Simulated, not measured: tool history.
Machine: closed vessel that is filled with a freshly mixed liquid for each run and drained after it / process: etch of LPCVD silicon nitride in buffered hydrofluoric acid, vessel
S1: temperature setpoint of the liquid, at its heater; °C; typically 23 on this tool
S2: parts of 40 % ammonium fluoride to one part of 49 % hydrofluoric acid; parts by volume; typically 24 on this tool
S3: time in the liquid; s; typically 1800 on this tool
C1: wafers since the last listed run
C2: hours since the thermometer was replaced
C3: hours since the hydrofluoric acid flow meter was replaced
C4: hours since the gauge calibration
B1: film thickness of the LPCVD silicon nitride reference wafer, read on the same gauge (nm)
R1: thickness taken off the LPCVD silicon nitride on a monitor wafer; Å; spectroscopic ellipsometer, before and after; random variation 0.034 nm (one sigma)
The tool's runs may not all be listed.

{"run": 1, "hour": 0.0, "S1": 23, "S2": 24, "S3": 1800, "C1": 0, "C2": 1223.7, "C3": 492.3, "C4": 87.1, "B1": 110.02, "R1": 101.8}
{"run": 2, "hour": 17.5, "S1": 23, "S2": 24, "S3": 1800, "C1": 458, "C2": 1241.2, "C3": 509.8, "C4": 104.6, "B1": 109.97, "R1": 101.4}
{"run": 3, "hour": 26.4, "S1": 23, "S2": 16.5, "S3": 1800, "C1": 233, "C2": 1250.1, "C3": 518.7, "C4": 113.5, "B1": 110, "R1": 133.3}
{"run": 4, "hour": 43.9, "S1": 23, "S2": 24, "S3": 1800, "C1": 458, "C2": 1267.6, "C3": 536.2, "C4": 131, "B1": 109.99, "R1": 100.9}
{"run": 5, "hour": 60.5, "S1": 23, "S2": 24, "S3": 1800, "C1": 434, "C2": 1284.2, "C3": 552.8, "C4": 147.6, "B1": 110, "R1": 100}
{"run": 6, "hour": 73.6, "S1": 23, "S2": 24, "S3": 1800, "C1": 343, "C2": 1297.3, "C3": 565.9, "C4": 160.7, "B1": 110.02, "R1": 99.8}
{"run": 7, "hour": 85.5, "S1": 23, "S2": 24, "S3": 1800, "C1": 311, "C2": 1309.2, "C3": 577.8, "C4": 172.6, "B1": 110.02, "R1": 99.8}

Run 8, settings as shown, results not yet in. Your forecast:
{"hour": 100.2, "done": "hydrofluoric acid flow meter replaced"}
{"run": 8, "hour": 102.3, "S1": 26.5, "S2": 30, "S3": 2120, "C1": 413, "C2": 1326, "C3": 2.1, "C4": 189.4, "B1": "?", "R1": "?"}

B1: 110.01
R1: 134.3 Å
With the hidden condition absent and the run-to-run variation left alone, this run would have shown R1 135 Å.
